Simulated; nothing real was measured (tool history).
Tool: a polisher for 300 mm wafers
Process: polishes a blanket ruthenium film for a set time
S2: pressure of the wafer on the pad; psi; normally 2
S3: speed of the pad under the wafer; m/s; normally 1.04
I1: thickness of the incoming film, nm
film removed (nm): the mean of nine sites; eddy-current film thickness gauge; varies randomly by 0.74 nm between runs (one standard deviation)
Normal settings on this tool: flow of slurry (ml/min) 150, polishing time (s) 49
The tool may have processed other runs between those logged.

{"run": 1, "hour": 0.0, "flow of slurry (ml/min)": 150, "S2": 2, "S3": 1.04, "polishing time (s)": 49, "I1": 264.9, "film removed (nm)": 56.2}
{"run": 2, "hour": 86.4, "flow of slurry (ml/min)": 150, "S2": 2, "S3": 1.04, "polishing time (s)": 49, "I1": 269.1, "film removed (nm)": 56.1}
{"hour": 119.8, "done": "worn pad replaced by a new one"}
{"run": 3, "hour": 164.4, "flow of slurry (ml/min)": 165, "S2": 2, "S3": 1.04, "polishing time (s)": 58, "I1": 272.8, "film removed (nm)": 74.8}
{"hour": 242.0, "done": "head pressure recalibrated"}
{"run": 4, "hour": 272.2, "flow of slurry (ml/min)": 165, "S2": 2, "S3": 1.04, "polishing time (s)": 58, "I1": 271.4, "film removed (nm)": 75}
{"run": 5, "hour": 354.2, "flow of slurry (ml/min)": 165, "S2": 2, "S3": 1.04, "polishing time (s)": 58, "I1": 274.3, "film removed (nm)": 74.8}
{"hour": 358.1, "done": "slurry nozzle cleaned"}
{"hour": 578.4, "done": "worn pad replaced by a new one"}
{"run": 6, "hour": 593.4, "flow of slurry (ml/min)": 150, "S2": 1.6, "S3": 1.04, "polishing time (s)": 49, "I1": 272.3, "film removed (nm)": 56.8}
{"run": 7, "hour": 668.8, "flow of slurry (ml/min)": 150, "S2": 2, "S3": 1.04, "polishing time (s)": 49, "I1": 267.3, "film removed (nm)": 63.5}
{"run": 8, "hour": 754.8, "flow of slurry (ml/min)": 150, "S2": 2, "S3": 1.04, "polishing time (s)": 49, "I1": 270.9, "film removed (nm)": 58.6}
{"run": 9, "hour": 805.4, "flow of slurry (ml/min)": 150, "S2": 2, "S3": 1.04, "polishing time (s)": 49, "I1": 273.3, "film removed (nm)": 59.7}
{"hour": 815.5, "done": "slurry nozzle cleaned"}
{"run": 10, "hour": 877.8, "flow of slurry (ml/min)": 150, "S2": 2.2, "S3": 1.04, "polishing time (s)": 49, "I1": 272.1, "film removed (nm)": 61.1}
{"run": 11, "hour": 933.8, "flow of slurry (ml/min)": 150, "S2": 2.2, "S3": 1.04, "polishing time (s)": 49, "I1": 273.2, "film removed (nm)": 61.8}
{"hour": 973.5, "done": "worn pad replaced by a new one"}
{"run": 12, "hour": 988.2, "flow of slurry (ml/min)": 165, "S2": 2, "S3": 1.04, "polishing time (s)": 49, "I1": 269.7, "film removed (nm)": 65.1}
{"run": 13, "hour": 1033.2, "flow of slurry (ml/min)": 165, "S2": 2, "S3": 1.04, "polishing time (s)": 49, "I1": 270.3, "film removed (nm)": 62.6}
{"run": 14, "hour": 1136.0, "flow of slurry (ml/min)": 150, "S2": 2, "S3": 1.04, "polishing time (s)": 49, "I1": 270.3, "film removed (nm)": 58.8}
{"hour": 1188.7, "done": "head pressure recalibrated"}
{"run": 15, "hour": 1190.0, "flow of slurry (ml/min)": 150, "S2": 2, "S3": 1.04, "polishing time (s)": 53, "I1": 267.4, "film removed (nm)": 67.5}
{"hour": 1208.5, "done": "slurry nozzle cleaned"}
{"run": 16, "hour": 1249.2, "flow of slurry (ml/min)": 150, "S2": 2, "S3": 1.04, "polishing time (s)": 49, "I1": 274.7, "film removed (nm)": 62}
{"run": 17, "hour": 1327.7, "flow of slurry (ml/min)": 150, "S2": 2.4, "S3": 1.28, "polishing time (s)": 40, "I1": 269.2, "film removed (nm)": 65.1}
{"run": 18, "hour": 1376.0, "flow of slurry (ml/min)": 105, "S2": 2.4, "S3": 1.04, "polishing time (s)": 49, "I1": 275.8, "film removed (nm)": 63}
{"hour": 1408.2, "done": "worn pad replaced by a new one"}
{"run": 19, "hour": 1479.7, "flow of slurry (ml/min)": 150, "S2": 2, "S3": 1.04, "polishing time (s)": 49, "I1": 274.5, "film removed (nm)": 62.4}
{"run": 20, "hour": 1532.4, "flow of slurry (ml/min)": 150, "S2": 2, "S3": 1.04, "polishing time (s)": 53, "I1": 269.5, "film removed (nm)": 68.3}
{"run": 21, "hour": 1571.1, "flow of slurry (ml/min)": 150, "S2": 2.3, "S3": 1.04, "polishing time (s)": 55, "I1": 272.4, "film removed (nm)": 76.1}
{"hour": 1622.5, "done": "slurry nozzle cleaned"}
{"run": 22, "hour": 1646.5, "flow of slurry (ml/min)": 150, "S2": 1.4, "S3": 1.04, "polishing time (s)": 42, "I1": 269.4, "film removed (nm)": 40.7}
{"run": 23, "hour": 1683.8, "flow of slurry (ml/min)": 150, "S2": 2.4, "S3": 1.36, "polishing time (s)": 57, "I1": 268, "film removed (nm)": 95.8}
{"run": 24, "hour": 1787.1, "flow of slurry (ml/min)": 150, "S2": 2, "S3": 1.04, "polishing time (s)": 63, "I1": 269.1, "film removed (nm)": 74.3}
{"hour": 1856.7, "done": "worn pad replaced by a new one"}
{"run": 25, "hour": 1864.0, "flow of slurry (ml/min)": 150, "S2": 2, "S3": 1.04, "polishing time (s)": 63, "I1": 267.8, "film removed (nm)": 82.5}
{"run": 26, "hour": 1946.8, "flow of slurry (ml/min)": 125, "S2": 1.5, "S3": 1.04, "polishing time (s)": 54, "I1": 267.4, "film removed (nm)": 52.7}
{"hour": 1984.6, "done": "slurry nozzle cleaned"}
{"run": 27, "hour": 2032.3, "flow of slurry (ml/min)": 105, "S2": 2, "S3": 0.74, "polishing time (s)": 44, "I1": 272.5, "film removed (nm)": 37}
{"run": 28, "hour": 2069.9, "flow of slurry (ml/min)": 150, "S2": 2, "S3": 1.04, "polishing time (s)": 49, "I1": 275.7, "film removed (nm)": 56.6}

Forecast each of these 4 alternatives for the next run:
{"run": "A", "hour": 2070.3, "flow of slurry (ml/min)": 150, "S2": 2, "S3": 1.04, "polishing time (s)": 49, "I1": 269.7, "film removed (nm)": "?"}
{"run": "B", "hour": 2070.3, "flow of slurry (ml/min)": 135, "S2": 2, "S3": 1.04, "polishing time (s)": 49, "I1": 269.7, "film removed (nm)": "?"}
{"run": "C", "hour": 2070.3, "flow of slurry (ml/min)": 115, "S2": 2, "S3": 1.24, "polishing time (s)": 49, "I1": 269.7, "film removed (nm)": "?"}
{"run": "D", "hour": 2070.3, "flow of slurry (ml/min)": 185, "S2": 2.2, "S3": 0.78, "polishing time (s)": 49, "I1": 269.7, "film removed (nm)": "?"}

run=A film_removed_(nm)=58.7
run=B film_removed_(nm)=57.5
run=C film_removed_(nm)=63.5
run=D film_removed_(nm)=52.6
What these runs would have given with no unlogged condition in the tool:
run=A film_removed_(nm)=71.4
run=B film_removed_(nm)=69.9
run=C film_removed_(nm)=77.2
run=D film_removed_(nm)=63.9
